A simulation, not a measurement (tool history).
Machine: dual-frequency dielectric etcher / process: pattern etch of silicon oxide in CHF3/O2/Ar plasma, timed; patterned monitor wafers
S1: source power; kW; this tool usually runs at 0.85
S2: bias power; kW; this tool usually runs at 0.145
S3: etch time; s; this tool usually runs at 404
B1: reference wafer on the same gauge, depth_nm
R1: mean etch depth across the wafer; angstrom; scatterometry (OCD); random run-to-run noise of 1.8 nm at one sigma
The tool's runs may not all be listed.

Run 1, hour 0: usual settings but S1 0.8 kW, S2 0.132 kW; B1 778.6. Result: R1 8155 angstrom.
Run 2, hour 31.2: usual settings; B1 779.5. Result: R1 8649 angstrom.
Run 3, hour 55.6: usual settings; B1 778.8. Result: R1 8613 angstrom.
Run 4, hour 87.3: usual settings; B1 779.2. Result: R1 8627 angstrom.
At hour 120.3: wet clean of the chamber.
Run 5, hour 120.8: usual settings; B1 778.9. Result: R1 8813 angstrom.
Run 6, hour 133.1: usual settings; B1 779.1. Result: R1 8799 angstrom.
Run 7, hour 145.3: usual settings; B1 779. Result: R1 8819 angstrom.
At hour 152.9: gauge calibrated.
Run 8, hour 175.3: usual settings but S1 0.91 kW; B1 779.3. Result: R1 9091 angstrom.
Run 9, hour 207.9: usual settings but S1 0.91 kW; B1 779.1. Result: R1 9061 angstrom.
Run 10, hour 237.2: usual settings; B1 779.1. Result: R1 8768 angstrom.
Run 11, hour 252: usual settings; B1 779.1. Result: R1 8725 angstrom.
Run 12, hour 270.3: usual settings; B1 779.3. Result: R1 8698 angstrom.
Run 13, hour 297.5: usual settings; B1 778.6. Result: R1 8698 angstrom.
At hour 311.3: source power generator calibrated.
Run 14, hour 322.8: usual settings but S1 0.78 kW; B1 779.1. Result: R1 8539 angstrom.
Run 15, hour 351.8: usual settings; B1 778.9. Result: R1 8900 angstrom.
Run 16, hour 386.8: usual settings; B1 779.1. Result: R1 8905 angstrom.
At hour 423.9: wet clean of the chamber.
Run 17, hour 424.4: usual settings; B1 779.1. Result: R1 9037 angstrom.
Run 18, hour 437.1: usual settings but S1 0.69 kW, S2 0.124 kW, S3 441 s; B1 778.4. Result: R1 8437 angstrom.
Run 19, hour 452: usual settings but S1 0.78 kW, S3 447.5 s; B1 778.8. Result: R1 9606 angstrom.
At hour 490.1: upper electrode replaced.
Run 20, hour 490.6: usual settings; B1 778.8. Result: R1 8999 angstrom.
Run 21, hour 510.6: usual settings but S3 500 s; B1 779.7. Result: R1 11145 angstrom.
At hour 540.5: bias power generator calibrated.
Run 22, hour 542.5: usual settings but S2 0.168 kW, S3 507 s; B1 778.6. Result: R1 11763 angstrom.
Run 23, hour 570.2: usual settings but S2 0.158 kW; B1 779. Result: R1 9183 angstrom.
Run 24, hour 583.3: usual settings but S3 499 s; B1 779.3. Result: R1 11036 angstrom.
Run 25, hour 603.3: usual settings but S1 0.98 kW, S2 0.172 kW, S3 506 s; B1 778.3. Result: R1 12607 angstrom.
At hour 613.4: gauge calibrated.
Run 26, hour 634.6: usual settings but S2 0.164 kW, S3 329.5 s; B1 778.8. Result: R1 7561 angstrom.
Run 27, hour 658.8: usual settings but S1 0.77 kW, S2 0.124 kW, S3 337 s; B1 779.4. Result: R1 6745 angstrom.
Run 28, hour 700.8: usual settings; B1 779.1. Result: R1 8851 angstrom.
Run 29, hour 718.2: usual settings but S1 1.02 kW, S2 0.124 kW, S3 468.5 s; B1 779.3. Result: R1 10739 angstrom.
At hour 745: wet clean of the chamber.
Run 30, hour 745.5: usual settings but S1 1.02 kW, S2 0.136 kW, S3 284 s; B1 778.7. Result: R1 6814 angstrom.

Predict each of these 3 candidate next runs independently; none follows another, all start after run 30:
Run A, hour 746: usual settings but S2 0.176 kW; B1 ?. Result: R1 ?.
Run B, hour 746: usual settings but S3 344 s; B1 ?. Result: R1 ?.
Run C, hour 746: usual settings but S2 0.126 kW, S3 486 s; B1 ?. Result: R1 ?.

run     B1     R1
  A  779.3   9593
  B  779.3   7696
  C  779.3  10434
Had the tool no hidden state, the same runs would have come out as:
run     R1
  A   9605
  B   7706
  C  10448
